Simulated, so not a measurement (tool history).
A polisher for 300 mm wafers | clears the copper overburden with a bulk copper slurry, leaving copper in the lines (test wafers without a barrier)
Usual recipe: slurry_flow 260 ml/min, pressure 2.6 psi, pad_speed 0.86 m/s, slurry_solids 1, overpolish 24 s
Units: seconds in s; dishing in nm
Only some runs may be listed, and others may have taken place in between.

run,hour,slurry_flow,pressure,pad_speed,slurry_solids,overpolish,wafers since the last listed run,wafers polished on this pad,hours since the slurry nozzle was cleaned,hours since the head pressure was calibrated,hours since the slurry blender was calibrated,"incoming thickness of the incoming film, nm",seconds,dishing
1,0,260,2.6,0.86,1.1,24,0,242,534,181.3,247.7,982.5,132.2,93.7
# hour 26.8: slurry blender recalibrated
2,35,260,2.6,0.86,1,33,260,503,569,216.3,8.2,1005.6,138.3,111.6
3,70.8,260,2.6,0.86,1,24,282,786,604.8,252.1,44,989.3,139.1,90.7
4,95.4,260,2.6,0.86,1,24,194,980,629.4,276.7,68.6,1013.3,143.5,91.5
5,122.8,225,2.6,0.86,1,24,216,1197,656.8,304.1,96,991.9,144.9,87.3
6,142.2,225,2.6,0.86,1,24,153,1350,676.2,323.5,115.4,1009.3,152.4,89.6
# hour 175.3: worn pad replaced by a new one
7,181.1,225,2.6,0.86,1,24,275,45,715.1,362.4,154.3,988.4,136.5,94.4
8,204.5,225,2.6,0.76,1,30,184,230,738.5,385.8,177.7,998.4,158.3,97.5
9,249.5,260,2.6,0.86,1,24,355,586,783.5,430.8,222.7,992.9,135.6,91.4
10,264,260,2.6,0.86,1,19,114,700,798,445.3,237.2,989.3,137,80.6
# hour 272.3: slurry blender recalibrated
11,281.7,260,2.1,0.86,1.1,24,124,824,815.7,463,9.4,989.1,160.1,81.6
# hour 291: slurry nozzle cleaned
12,317.4,340,2.6,0.86,0.85,31,274,1099,26.4,498.7,45.1,984,140.3,106.1
13,332.5,260,2.9,0.86,0.8,24,119,1218,41.5,513.8,60.2,988.5,135.6,94.1
14,350.5,260,2.6,0.86,1,20,142,1360,59.5,531.8,78.2,991.4,146.9,78.8
15,378.2,330,2.6,0.86,1,12,218,1579,87.2,559.5,105.9,985.2,143.6,53.1
# hour 385.7: worn pad replaced by a new one
16,408.5,260,2.6,0.86,1,24,207,180,117.5,589.8,136.2,999.4,137.1,95
17,434.8,260,2.6,1.04,0.9,16,207,388,143.8,616.1,162.5,1023.1,117.9,83.4
18,459.3,230,2.2,0.86,1,24,193,581,168.3,640.6,187,1008.3,160.1,81.4
19,472.5,260,2.6,0.86,1,24,104,686,181.5,653.8,200.2,1001.8,137.7,95.4
# hour 485.7: head pressure recalibrated
# hour 492.9: slurry blender recalibrated
20,504.3,320,2.6,0.78,1,14,219,905,213.3,18.6,11.4,1004,153.7,58.4
21,525.8,260,2.9,1.12,1,24,169,1075,234.8,40.1,32.9,1015.2,101.3,113.5
22,581,260,2.6,0.72,0.8,15,436,1512,290,95.3,88.1,993.7,185.6,52.8
23,595.5,260,3.3,0.96,1.1,14,114,1626,304.5,109.8,102.6,988.7,106.4,78.1
24,631.2,260,2.6,0.86,1,24,282,1908,340.2,145.5,138.3,984.9,153.9,88.5
# hour 643.3: worn pad replaced by a new one
25,646.4,175,2.6,0.86,1,24,88,24,355.4,160.7,153.5,988.6,137.2,91.2
26,667.1,200,3.2,0.86,1,24,163,187,376.1,181.4,174.2,997.9,120.3,103.9
27,699,260,2.6,0.86,1,24,252,439,408,213.3,206.1,1002.1,139.5,94.5
# hour 732.6: slurry blender recalibrated
28,733.1,260,2.6,0.86,1,24,253,693,442.1,247.4,0.5,986.7,136.8,94.1

Hidden condition of the tool, last listed run before each entry between runs versus first listed run after:
Between runs 1 and 2: slurry blender recalibrated (hour 26.8)
  removal rate lost through wear of the pad, %: 1.72 -> 2.4
  measured minus no-state result, seconds: +2.3 -> +3.3 s; dishing: -1 -> -1.5 nm
Between runs 6 and 7: worn pad replaced by a new one (hour 175.3)
  removal rate lost through wear of the pad, %: 7.55 -> 0.353
  measured minus no-state result, seconds: +11.5 -> +0.5 s; dishing: -4.7 -> -0.2 nm
Between runs 10 and 11: slurry blender recalibrated (hour 272.3)
  removal rate lost through wear of the pad, %: 1.93 -> 2.62
  measured minus no-state result, seconds: +2.6 -> +4.2 s; dishing: -1.1 -> -1.4 nm
Between runs 11 and 12: slurry nozzle cleaned (hour 291)
  removal rate lost through wear of the pad, %: 2.62 -> 4.41
  measured minus no-state result, seconds: +4.2 -> +6.2 s; dishing: -1.4 -> -2.8 nm
Between runs 15 and 16: worn pad replaced by a new one (hour 385.7)
  removal rate lost through wear of the pad, %: 8.63 -> 0.316
  measured minus no-state result, seconds: +12.4 -> +0.5 s; dishing: -4 -> -0.2 nm
Between runs 19 and 20: head pressure recalibrated (hour 485.7); slurry blender recalibrated (hour 492.9)
  removal rate lost through wear of the pad, %: 1.73 -> 3.04
  measured minus no-state result, seconds: +2.4 -> +4.7 s; dishing: -1 -> -1.5 nm
Between runs 24 and 25: worn pad replaced by a new one (hour 643.3)
  removal rate lost through wear of the pad, %: 12.3 -> 0.709
  measured minus no-state result, seconds: +19 -> +1 s; dishing: -7.9 -> -0.4 nm
Between runs 27 and 28: slurry blender recalibrated (hour 732.6)
  removal rate lost through wear of the pad, %: 1.33 -> 2.33
  measured minus no-state result, seconds: +1.9 -> +3.2 s; dishing: -0.8 -> -1.4 nm
